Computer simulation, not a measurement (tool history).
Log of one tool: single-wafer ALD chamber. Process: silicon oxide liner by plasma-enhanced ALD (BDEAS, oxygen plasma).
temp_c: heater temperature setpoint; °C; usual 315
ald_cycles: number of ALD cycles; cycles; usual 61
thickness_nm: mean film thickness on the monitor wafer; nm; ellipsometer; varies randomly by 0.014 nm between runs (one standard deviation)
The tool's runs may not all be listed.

run    hour  temp_c  ald_cycles  wafers since the last listed run  hours since the last thermocouple change  hours since the gauge calibration  read-back reference wafer on the same gauge, thickness_nm  thickness_nm
  1     0.0     318          61                                 0                                    2001.1                             3153.9                                                      6.265         5.609
  2    63.4     318          61                               399                                    2064.5                             3217.3                                                      6.274         5.601
  3   168.4     318          61                               660                                    2169.5                             3322.3                                                      6.265         5.657
  4   230.3     315          61                               389                                    2231.4                             3384.2                                                      6.272         5.632
  5   326.8     315          61                               607                                    2327.9                             3480.7                                                      6.268         5.638
  6   376.9     315          67                               315                                    2378.0                             3530.8                                                      6.272         6.195
  7   429.4     315          67                               330                                    2430.5                             3583.3                                                      6.266         6.211
  8   491.9     315          61                               393                                    2493.0                             3645.8                                                      6.269         5.644
  9   537.4     315          61                               286                                    2538.5                             3691.3                                                      6.270         5.645
 10   587.0     315          53                               312                                    2588.1                             3740.9                                                      6.270         4.895
 11   659.8     315          53                               458                                    2660.9                             3813.7                                                      6.271         4.875
 12   751.7     315          53                               578                                    2752.8                             3905.6                                                      6.271         4.863
      757.6  -- gauge calibrated
 13   863.6     315          61                               704                                    2864.7                              106.0                                                      6.272         5.610
 14   921.1     315          61                               361                                    2922.2                              163.5                                                      6.270         5.647
     1010.2  -- thermocouple changed; heater temperature recalibrated
 15  1022.4     315          51                               587                                      12.2                              264.8                                                      6.268         4.719
 16  1097.8     315          51                               474                                      87.6                              340.2                                                      6.271         4.779
 17  1160.6     315          61                               395                                     150.4                              403.0                                                      6.270         5.674
 18  1208.6     315          61                               302                                     198.4                              451.0                                                      6.273         5.665
 19  1302.6     315          61                               591                                     292.4                              545.0                                                      6.274         5.668
 20  1339.5     320          53                               232                                     329.3                              581.9                                                      6.270         4.890
 21  1378.3     323          61                               244                                     368.1                              620.7                                                      6.265         5.600
 22  1421.0     326          49                               268                                     410.8                              663.4                                                      6.274         4.521
 23  1468.3     320          51                               297                                     458.1                              710.7                                                      6.273         4.722
 24  1539.5     303          57                               448                                     529.3                              781.9                                                      6.272         5.393
 25  1603.0     302          51                               399                                     592.8                              845.4                                                      6.275         4.820
 26  1664.9     315          61                               389                                     654.7                              907.3                                                      6.269         5.674
 27  1702.1     310          49                               234                                     691.9                              944.5                                                      6.273         4.601
 28  1787.0     315          61                               534                                     776.8                             1029.4                                                      6.273         5.691
 29  1857.2     308          53                               441                                     847.0                             1099.6                                                      6.274         4.967
 30  1911.4     324          56                               341                                     901.2                             1153.8                                                      6.269         5.150
 31  1958.0     330          71                               293                                     947.8                             1200.4                                                      6.268         6.460
 32  2015.3     315          55                               360                                    1005.1                             1257.7                                                      6.271         5.111
 33  2074.5     325          57                               372                                    1064.3                             1316.9                                                      6.270         5.230
 34  2166.5     306          50                               579                                    1156.3                             1408.9                                                      6.275         4.720
 35  2205.4     311          66                               244                                    1195.2                             1447.8                                                      6.271         6.162
 36  2263.9     315          70                               368                                    1253.7                             1506.3                                                      6.269         6.513
 37  2349.7     315          61                               540                                    1339.5                             1592.1                                                      6.272         5.698
 38  2428.3     325          65                               494                                    1418.1                             1670.7                                                      6.267         5.970
 39  2476.5     315          61                               303                                    1466.3                             1718.9                                                      6.275         5.678
 40  2564.3     327          61                               552                                    1554.1                             1806.7                                                      6.268         5.587
 41  2618.9     325          61                               343                                    1608.7                             1861.3                                                      6.271         5.595
 42  2694.7     315          68                               477                                    1684.5                             1937.1                                                      6.270         6.327
 43  2771.6     315          61                               484                                    1761.4                             2014.0                                                      6.268         5.675
 44  2833.6     301          50                               390                                    1823.4                             2076.0                                                      6.273         4.723
 45  2893.4     322          57                               376                                    1883.2                             2135.8                                                      6.272         5.227
 46  2961.6     330          56                               429                                    1951.4                             2204.0                                                      6.273         5.086

Predict each of these 5 candidate next runs independently; none follows another, all start after run 46:
  A  2962.1     307          61                                 3                                    1951.9                             2204.5                                                          ?             ?
  B  2962.1     309          65                                 3                                    1951.9                             2204.5                                                          ?             ?
  C  2962.1     320          50                                 3                                    1951.9                             2204.5                                                          ?             ?
  D  2962.1     315          72                                 3                                    1951.9                             2204.5                                                          ?             ?
  E  2962.1     319          61                                 3                                    1951.9                             2204.5                                                          ?             ?

run  read-back reference wafer on the same gauge, thickness_nm  thickness_nm
  A                                                      6.270         5.697
  B                                                      6.270         6.054
  C                                                      6.270         4.586
  D                                                      6.270         6.650
  E                                                      6.270         5.603
The same runs, with their run-to-run variation unchanged, on a tool lacking any hidden condition would have given:
run  thickness_nm
  A         5.723
  B         6.082
  C         4.608
  D         6.681
  E         5.629
